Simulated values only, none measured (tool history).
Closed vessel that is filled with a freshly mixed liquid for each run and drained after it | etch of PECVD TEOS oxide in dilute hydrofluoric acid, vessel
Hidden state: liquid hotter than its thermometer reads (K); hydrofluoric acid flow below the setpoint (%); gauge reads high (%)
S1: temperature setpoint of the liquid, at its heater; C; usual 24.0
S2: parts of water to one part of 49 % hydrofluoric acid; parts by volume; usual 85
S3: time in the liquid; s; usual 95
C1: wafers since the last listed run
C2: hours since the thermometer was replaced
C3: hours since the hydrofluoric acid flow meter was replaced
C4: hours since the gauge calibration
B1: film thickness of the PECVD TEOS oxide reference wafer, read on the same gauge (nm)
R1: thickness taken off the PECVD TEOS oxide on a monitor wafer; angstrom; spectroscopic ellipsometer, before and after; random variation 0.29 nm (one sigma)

run 1 day=0.000 | S1=24.0 S2=85 S3=95 | C1=0 C2=838.5 C3=121.0 C4=134.5 | B1=100.00 | R1=298.5
run 2 day=2.492 | S1=24.0 S2=85 S3=95 | C1=6086 C2=898.3 C3=180.8 C4=194.3 | B1=100.01 | R1=297.5
run 3 day=5.596 | S1=24.0 S2=85 S3=95 | C1=7583 C2=972.8 C3=255.3 C4=268.8 | B1=100.01 | R1=293.3
run 4 day=9.062 | S1=24.0 S2=85 S3=95 | C1=8468 C2=1056.0 C3=338.5 C4=352.0 | B1=100.00 | R1=289.2
run 5 day=10.671 | S1=24.0 S2=85 S3=95 | C1=3928 C2=1094.6 C3=377.1 C4=390.6 | B1=100.02 | R1=287.0
run 6 day=14.100 | S1=24.0 S2=85 S3=95 | C1=8376 C2=1176.9 C3=459.4 C4=472.9 | B1=100.04 | R1=287.0
run 7 day=15.696 | S1=24.0 S2=85 S3=70 | C1=3898 C2=1215.2 C3=497.7 C4=511.2 | B1=99.99 | R1=210.9
-- day=19.283 thermometer replaced
run 8 day=28.229 | S1=24.0 S2=85 S3=70 | C1=30515 C2=214.7 C3=798.5 C4=812.0 | B1=99.99 | R1=202.7

Run 9 comes next. What will it give?
-- day=29.012 hydrofluoric acid flow meter replaced
run 9 day=29.942 | S1=21.5 S2=60 S3=125 | C1=4081 C2=255.8 C3=22.3 C4=853.1 | B1=? | R1=?

B1: 99.99
R1: 523.7 angstrom
Without the tool's hidden state the same run would have given R1 535.0 angstrom.
